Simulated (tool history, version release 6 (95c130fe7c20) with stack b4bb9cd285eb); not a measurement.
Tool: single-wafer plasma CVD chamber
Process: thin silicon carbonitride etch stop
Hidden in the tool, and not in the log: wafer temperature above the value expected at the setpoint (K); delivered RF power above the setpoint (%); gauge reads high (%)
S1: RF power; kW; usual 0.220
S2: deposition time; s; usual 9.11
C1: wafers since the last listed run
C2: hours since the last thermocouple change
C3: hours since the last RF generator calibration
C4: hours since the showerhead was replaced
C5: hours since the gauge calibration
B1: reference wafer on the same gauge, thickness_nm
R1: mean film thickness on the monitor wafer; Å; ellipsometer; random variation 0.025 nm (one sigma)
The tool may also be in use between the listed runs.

| run | day | S1 | S2 | C1 | C2 | C3 | C4 | C5 | B1 | R1 |
|---|---|---|---|---|---|---|---|---|---|---|
| 1 | 0.000 | 0.220 | 9.11 | 0 | 1370.3 | 737.9 | 5576.0 | 180.6 | 5.439 | 48.77 |
| 2 | 0.938 | 0.220 | 9.11 | 1123 | 1392.8 | 760.4 | 5598.5 | 203.1 | 5.420 | 49.45 |
| 3 | 1.892 | 0.220 | 9.11 | 1143 | 1415.7 | 783.3 | 5621.4 | 226.0 | 5.425 | 48.59 |
| 4 | 2.900 | 0.220 | 9.11 | 1208 | 1439.9 | 807.5 | 5645.6 | 250.2 | 5.425 | 49.48 |
| 5 | 3.575 | 0.220 | 9.11 | 808 | 1456.1 | 823.7 | 5661.8 | 266.4 | 5.435 | 49.03 |
| 6 | 4.725 | 0.220 | 9.11 | 1378 | 1483.7 | 851.3 | 5689.4 | 294.0 | 5.435 | 49.16 |
| 7 | 5.488 | 0.220 | 9.11 | 913 | 1502.0 | 869.6 | 5707.7 | 312.3 | 5.434 | 48.79 |
| 8 | 6.871 | 0.220 | 9.11 | 1657 | 1535.2 | 902.8 | 5740.9 | 345.5 | 5.443 | 48.91 |
| 9 | 7.796 | 0.220 | 9.11 | 1108 | 1557.4 | 925.0 | 5763.1 | 367.7 | 5.425 | 48.68 |
| 10 | 8.825 | 0.220 | 9.11 | 1233 | 1582.1 | 949.7 | 5787.8 | 392.4 | 5.436 | 48.62 |
|  | 11.958 | gauge calibrated |
| 11 | 12.592 | 0.220 | 9.11 | 4513 | 1672.5 | 1040.1 | 5878.2 | 15.2 | 5.421 | 48.82 |
| 12 | 13.208 | 0.220 | 9.11 | 738 | 1687.3 | 1054.9 | 5893.0 | 30.0 | 5.438 | 49.00 |
| 13 | 14.371 | 0.220 | 9.11 | 1392 | 1715.2 | 1082.8 | 5920.9 | 57.9 | 5.430 | 48.73 |
| 14 | 15.146 | 0.220 | 9.11 | 928 | 1733.8 | 1101.4 | 5939.5 | 76.5 | 5.441 | 49.15 |
|  | 16.383 | thermocouple changed; heater temperature recalibrated |
| 15 | 16.404 | 0.220 | 9.11 | 1108 | 0.5 | 1131.6 | 5969.7 | 106.7 | 5.431 | 49.34 |
| 16 | 16.929 | 0.200 | 8.61 | 629 | 13.1 | 1144.2 | 5982.3 | 119.3 | 5.434 | 43.89 |
|  | 17.596 | showerhead replaced, of another model than before |
| 17 | 17.617 | 0.220 | 9.11 | 424 | 29.6 | 1160.7 | 0.5 | 135.8 | 5.431 | 47.64 |
| 18 | 18.925 | 0.175 | 9.77 | 1567 | 61.0 | 1192.1 | 31.9 | 167.2 | 5.429 | 41.49 |
| 19 | 19.912 | 0.250 | 7.44 | 1183 | 84.7 | 1215.8 | 55.6 | 190.9 | 5.428 | 42.53 |
| 20 | 20.767 | 0.220 | 9.11 | 1023 | 105.2 | 1236.3 | 76.1 | 211.4 | 5.428 | 47.42 |
| 21 | 22.071 | 0.240 | 8.52 | 1562 | 136.5 | 1267.6 | 107.4 | 242.7 | 5.430 | 47.30 |
| 22 | 23.121 | 0.220 | 9.11 | 1258 | 161.7 | 1292.8 | 132.6 | 267.9 | 5.434 | 47.38 |
| 23 | 24.475 | 0.240 | 7.43 | 1622 | 194.2 | 1325.3 | 165.1 | 300.4 | 5.435 | 41.56 |
| 24 | 25.258 | 0.185 | 9.84 | 938 | 213.0 | 1344.1 | 183.9 | 319.2 | 5.439 | 44.00 |
|  | 26.367 | RF generator calibrated |
| 25 | 26.525 | 0.180 | 7.88 | 1118 | 243.4 | 3.8 | 214.3 | 349.6 | 5.438 | 36.32 |
| 26 | 27.417 | 0.240 | 8.38 | 1068 | 264.8 | 25.2 | 235.7 | 371.0 | 5.424 | 48.65 |
| 27 | 28.721 | 0.255 | 9.11 | 1562 | 296.1 | 56.5 | 267.0 | 402.3 | 5.432 | 55.15 |
| 28 | 29.600 | 0.210 | 10.59 | 1053 | 317.2 | 77.6 | 288.1 | 423.4 | 5.428 | 56.01 |
| 29 | 30.121 | 0.205 | 8.65 | 624 | 329.7 | 90.1 | 300.6 | 435.9 | 5.432 | 44.43 |
|  | 31.317 | gauge calibrated |
| 30 | 34.096 | 0.220 | 9.11 | 4763 | 425.1 | 185.5 | 396.0 | 66.7 | 5.435 | 48.48 |
| 31 | 34.904 | 0.250 | 9.11 | 968 | 444.5 | 204.9 | 415.4 | 86.1 | 5.421 | 53.74 |
| 32 | 36.258 | 0.255 | 8.20 | 1622 | 477.0 | 237.4 | 447.9 | 118.6 | 5.433 | 48.60 |
| 33 | 37.554 | 0.180 | 9.11 | 1552 | 508.1 | 268.5 | 479.0 | 149.7 | 5.436 | 41.08 |

5 ways to go on from here, each from the tool as it stands after run 33. What would each give?
| A | 37.571 | 0.220 | 9.11 | 19 | 508.5 | 268.9 | 479.4 | 150.1 | ? | ? |
| B | 37.571 | 0.220 | 9.77 | 19 | 508.5 | 268.9 | 479.4 | 150.1 | ? | ? |
| C | 37.571 | 0.180 | 8.46 | 19 | 508.5 | 268.9 | 479.4 | 150.1 | ? | ? |
| D | 37.571 | 0.185 | 8.49 | 19 | 508.5 | 268.9 | 479.4 | 150.1 | ? | ? |
| E | 37.571 | 0.200 | 7.38 | 19 | 508.5 | 268.9 | 479.4 | 150.1 | ? | ? |

| run | B1 | R1 |
|---|---|---|
| A | 5.428 | 48.86 |
| B | 5.428 | 52.40 |
| C | 5.428 | 37.86 |
| D | 5.428 | 39.13 |
| E | 5.428 | 36.65 |
Without the tool's hidden state the same runs would have given:
| run | R1 |
|---|---|
| A | 51.45 |
| B | 55.17 |
| C | 39.86 |
| D | 41.20 |
| E | 38.59 |
